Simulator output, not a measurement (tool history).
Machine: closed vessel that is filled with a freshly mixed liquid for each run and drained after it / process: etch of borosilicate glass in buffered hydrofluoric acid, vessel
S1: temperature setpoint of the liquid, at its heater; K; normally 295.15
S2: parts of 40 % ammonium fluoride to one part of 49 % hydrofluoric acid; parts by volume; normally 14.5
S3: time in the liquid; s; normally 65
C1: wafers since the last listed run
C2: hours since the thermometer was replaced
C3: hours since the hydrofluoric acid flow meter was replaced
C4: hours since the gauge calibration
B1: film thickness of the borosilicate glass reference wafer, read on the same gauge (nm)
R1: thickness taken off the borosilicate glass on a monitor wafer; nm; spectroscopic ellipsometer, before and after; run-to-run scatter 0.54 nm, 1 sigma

run     day      S1    S2   S3     C1      C2      C3      C4     B1      R1
  1       0  295.15  14.5   65      0  2123.7  1849.9   729.2  40.01   50.61
  2   1.133  295.15  14.5   55   2592  2150.9  1877.1   756.4  40.02   42.62
  3   3.988  294.15  14.5   65   6527  2219.4  1945.6   824.9  40.02   48.49
  4   6.354  297.65  14.5   65   5412  2276.2  2002.4   881.7  39.99   58.98
  5   7.825  297.65  14.5   65   3364  2311.5  2037.7     917     40    59.2
  6  10.433  297.65  14.5   65   5965  2374.1  2100.3   979.6     40   57.96
  7  11.588  295.15  14.5   65   2639  2401.8    2128  1007.3     40   51.11
  8   13.75  295.15  14.5   65   4945  2453.7  2179.9  1059.2  39.98   50.03
     14.296  -- gauge calibrated
     14.325  -- hydrofluoric acid flow meter replaced
  9  15.612  295.15  14.5   65   4164  2498.4    30.9    31.6     40    50.3
 10    18.2  296.65  14.5   65   5918  2560.5      93    93.7  39.99   54.68
 11  20.846  296.65  14.5   65   6051    2624   156.5   157.2  40.03      54
 12  23.304  295.15    10   85   5622    2683   215.5   216.2  40.01   95.41
 13  25.458  297.15   8.5   45   4926  2734.7   267.2   267.9  40.01   64.34
 14  28.329  291.15    19   40   6566  2803.6   336.1   336.8     40    18.8
 15  30.079  293.15    18   80   4002  2845.6   378.1   378.8  40.01   44.54
      30.35  -- thermometer replaced
 16  32.004  293.65  14.5   65   4307    39.7   424.3     425  39.99   53.09
 17  33.721  293.65    10   65   3926    80.9   465.5   466.2  40.01   75.52
 18  35.696  299.65  14.5   80   4517   128.3   512.9   513.6  39.98   89.04
 19  37.821  293.15    18   80   4860   179.3   563.9   564.6  39.99   50.95
 20  40.717  299.65  14.5   65   6623   248.8   633.4   634.1  39.99   71.88
 21  43.217  293.65  14.5   65   5717   308.8   693.4   694.1  40.02   52.53
 22  44.796  295.15  14.5   65   3611   346.7   731.3     732     40   57.35
 23  46.504  295.15  14.5   45   3907   387.7   772.3     773  39.98   39.87
 24  48.592  293.15  14.5   45   4774   437.8   822.4   823.1  40.01   35.05
 25  50.654  292.65    12   45   4717   487.3   871.9   872.6     40   41.07
 26  52.017  290.65    20   75   3116     520   904.6   905.3  40.03   36.75
     55.521  -- gauge calibrated
 27  56.954  295.15  14.5   65  11292   638.5  1023.1    34.4  39.97   55.57
 28   59.45  298.65  14.5   65   5708   698.4    1083    94.3  40.03   68.84
 29  61.417  295.15  14.5   65   4498   745.6  1130.2   141.5  40.03    56.6
 30  63.679  291.65    10  105   5174   799.9  1184.5   195.8  39.99  106.97
 31  66.121  291.65    10   45   5584   858.5  1243.1   254.4  40.01   44.97
 32    68.2  291.15  19.5   95   4755   908.4    1293   304.3     40   48.89
 33  69.983  295.15  14.5  105   4078   951.2  1335.8   347.1     40   88.71

How the hidden state differs across the entries between the runs, from the last listed run before each to the first after it:
Logged between run 8 and run 9: gauge calibrated (day 14.296); hydrofluoric acid flow meter replaced (day 14.325)
  liquid colder than its thermometer reads (K): 2.41 -> 2.45
  difference, measured minus the result without the unlogged condition, R1: -7.04 -> -7.21 nm
Logged between run 15 and run 16: thermometer replaced (day 30.35)
  liquid colder than its thermometer reads (K): 2.75 -> 0.168
  difference, measured minus the result without the unlogged condition, R1: -7.34 -> -0.5 nm
Logged between run 26 and run 27: gauge calibrated (day 55.521)
  liquid colder than its thermometer reads (K): 0.586 -> 0.689
  difference, measured minus the result without the unlogged condition, R1: -1.23 -> -2.12 nm

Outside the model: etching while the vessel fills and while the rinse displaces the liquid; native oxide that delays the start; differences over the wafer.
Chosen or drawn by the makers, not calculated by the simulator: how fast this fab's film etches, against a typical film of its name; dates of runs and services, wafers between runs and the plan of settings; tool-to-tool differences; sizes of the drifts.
